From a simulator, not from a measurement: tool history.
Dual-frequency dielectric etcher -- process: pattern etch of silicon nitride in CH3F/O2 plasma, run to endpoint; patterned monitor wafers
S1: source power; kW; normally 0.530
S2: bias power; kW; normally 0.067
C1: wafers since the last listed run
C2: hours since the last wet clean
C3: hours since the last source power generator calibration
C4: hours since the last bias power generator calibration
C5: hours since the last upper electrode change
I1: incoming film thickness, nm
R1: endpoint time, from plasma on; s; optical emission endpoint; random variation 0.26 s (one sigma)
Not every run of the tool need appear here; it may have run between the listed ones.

run	hour	S1	S2	C1	C2	C3	C4	C5	I1	R1
1	0.0	0.530	0.073	0	268.0	1555.0	4220.6	2341.3	83.1	84.9
2	8.5	0.460	0.062	48	276.5	1563.5	4229.1	2349.8	82.2	95.2
3	21.5	0.530	0.067	74	289.5	1576.5	4242.1	2362.8	83.0	87.7
4	32.8	0.530	0.067	64	300.8	1587.8	4253.4	2374.1	83.0	87.4
5	48.1	0.530	0.067	87	316.1	1603.1	4268.7	2389.4	83.1	87.6
6	57.6	0.530	0.067	54	325.6	1612.6	4278.2	2398.9	82.7	87.5
7	63.7	0.530	0.067	34	331.7	1618.7	4284.3	2405.0	82.9	87.3
8	77.7	0.530	0.067	80	345.7	1632.7	4298.3	2419.0	82.8	87.7
# hour 108.1: upper electrode replaced
9	108.6	0.530	0.067	39	376.6	1663.6	4329.2	0.5	82.4	87.7
10	111.0	0.530	0.067	13	379.0	1666.0	4331.6	2.9	83.2	88.9
11	126.7	0.420	0.057	89	394.7	1681.7	4347.3	18.6	83.0	104.3
# hour 131.2: source power generator calibrated
# hour 154.8: bias power generator calibrated
# hour 155.8: wet clean of the chamber
12	156.3	0.530	0.067	117	0.5	25.1	1.5	48.2	83.5	85.8
13	156.7	0.530	0.067	2	0.9	25.5	1.9	48.6	83.5	85.6
14	157.1	0.410	0.083	2	1.3	25.9	2.3	49.0	83.6	88.8
15	170.1	0.480	0.067	74	14.3	38.9	15.3	62.0	83.6	89.7
16	180.4	0.530	0.067	58	24.6	49.2	25.6	72.3	82.6	85.1

Estimate the outcome of run 17 from the log above:
17	189.8	0.620	0.081	53	34.0	58.6	35.0	81.7	83.4	?

Run 17 came out at R1 74.8 s.
Had the tool carried no hidden state, the very same run would have given R1 74.9 s.
